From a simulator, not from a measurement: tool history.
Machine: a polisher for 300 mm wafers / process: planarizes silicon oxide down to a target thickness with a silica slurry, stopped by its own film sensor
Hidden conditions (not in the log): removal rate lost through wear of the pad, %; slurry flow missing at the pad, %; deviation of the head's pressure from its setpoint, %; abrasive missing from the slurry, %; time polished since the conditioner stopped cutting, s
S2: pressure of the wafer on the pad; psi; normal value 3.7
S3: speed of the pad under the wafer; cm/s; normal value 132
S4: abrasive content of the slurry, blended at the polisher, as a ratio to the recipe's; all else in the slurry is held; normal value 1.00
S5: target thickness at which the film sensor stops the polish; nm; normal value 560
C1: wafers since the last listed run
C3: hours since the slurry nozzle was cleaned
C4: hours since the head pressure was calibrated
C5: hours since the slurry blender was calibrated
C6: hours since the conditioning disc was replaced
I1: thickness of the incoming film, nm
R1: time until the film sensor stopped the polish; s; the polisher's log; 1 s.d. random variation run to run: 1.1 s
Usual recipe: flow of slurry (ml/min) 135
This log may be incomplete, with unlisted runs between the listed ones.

{"run": 1, "hour": 0.0, "flow of slurry (ml/min)": 135, "S2": 3.7, "S3": 132, "S4": 1.0, "S5": 587, "C1": 0, "wafers polished on this pad": 555, "C3": 25.1, "C4": 21.0, "C5": 129.4, "C6": 173.3, "I1": 848.1, "R1": 72.7}
{"run": 2, "hour": 42.4, "flow of slurry (ml/min)": 135, "S2": 3.7, "S3": 132, "S4": 1.0, "S5": 560, "C1": 279, "wafers polished on this pad": 835, "C3": 67.5, "C4": 63.4, "C5": 171.8, "C6": 215.7, "I1": 842.4, "R1": 80.1}
{"run": 3, "hour": 65.4, "flow of slurry (ml/min)": 135, "S2": 3.7, "S3": 132, "S4": 1.0, "S5": 560, "C1": 151, "wafers polished on this pad": 987, "C3": 90.5, "C4": 86.4, "C5": 194.8, "C6": 238.7, "I1": 845.2, "R1": 80.8}
{"run": 4, "hour": 88.4, "flow of slurry (ml/min)": 135, "S2": 3.7, "S3": 132, "S4": 1.0, "S5": 560, "C1": 151, "wafers polished on this pad": 1138, "C3": 113.5, "C4": 109.4, "C5": 217.8, "C6": 261.7, "I1": 832.9, "R1": 81.0}
{"hour": 122.7, "done": "slurry blender recalibrated"}
{"run": 5, "hour": 123.2, "flow of slurry (ml/min)": 135, "S2": 3.7, "S3": 132, "S4": 1.0, "S5": 495, "C1": 216, "wafers polished on this pad": 1355, "C3": 148.3, "C4": 144.2, "C5": 0.5, "C6": 296.5, "I1": 852.7, "R1": 108.4}
{"run": 6, "hour": 140.7, "flow of slurry (ml/min)": 95, "S2": 3.7, "S3": 132, "S4": 1.0, "S5": 560, "C1": 115, "wafers polished on this pad": 1470, "C3": 165.8, "C4": 161.7, "C5": 18.0, "C6": 314.0, "I1": 854.6, "R1": 101.6}
{"hour": 152.3, "done": "worn pad replaced by a new one"}
{"hour": 163.8, "done": "conditioning disc replaced and pad reconditioned"}
{"run": 7, "hour": 175.9, "flow of slurry (ml/min)": 110, "S2": 3.7, "S3": 146, "S4": 1.0, "S5": 560, "C1": 192, "wafers polished on this pad": 142, "C3": 201.0, "C4": 196.9, "C5": 53.2, "C6": 12.1, "I1": 842.1, "R1": 73.1}
{"run": 8, "hour": 205.7, "flow of slurry (ml/min)": 135, "S2": 3.7, "S3": 132, "S4": 1.0, "S5": 560, "C1": 196, "wafers polished on this pad": 339, "C3": 230.8, "C4": 226.7, "C5": 83.0, "C6": 41.9, "I1": 830.6, "R1": 73.8}
{"run": 9, "hour": 232.8, "flow of slurry (ml/min)": 155, "S2": 3.7, "S3": 146, "S4": 0.7, "S5": 560, "C1": 178, "wafers polished on this pad": 518, "C3": 257.9, "C4": 253.8, "C5": 110.1, "C6": 69.0, "I1": 841.7, "R1": 81.3}
{"run": 10, "hour": 258.2, "flow of slurry (ml/min)": 135, "S2": 2.6, "S3": 132, "S4": 1.0, "S5": 560, "C1": 167, "wafers polished on this pad": 685, "C3": 283.3, "C4": 279.2, "C5": 135.5, "C6": 94.4, "I1": 847.5, "R1": 95.4}
{"run": 11, "hour": 277.2, "flow of slurry (ml/min)": 90, "S2": 3.7, "S3": 132, "S4": 1.25, "S5": 464, "C1": 125, "wafers polished on this pad": 811, "C3": 302.3, "C4": 298.2, "C5": 154.5, "C6": 113.4, "I1": 835.5, "R1": 105.7}
{"run": 12, "hour": 289.8, "flow of slurry (ml/min)": 135, "S2": 2.9, "S3": 132, "S4": 1.0, "S5": 560, "C1": 83, "wafers polished on this pad": 894, "C3": 314.9, "C4": 310.8, "C5": 167.1, "C6": 126.0, "I1": 838.1, "R1": 90.6}

Run 13 is up next; what results do you expect?
{"run": 13, "hour": 315.8, "flow of slurry (ml/min)": 155, "S2": 3.7, "S3": 132, "S4": 1.25, "S5": 560, "C1": 171, "wafers polished on this pad": 1065, "C3": 340.9, "C4": 336.8, "C5": 193.1, "C6": 152.0, "I1": 845.1, "R1": "?"}

R1: 72.4 s
The same run, on a tool lacking any hidden state, would have yielded R1 68.0 s.
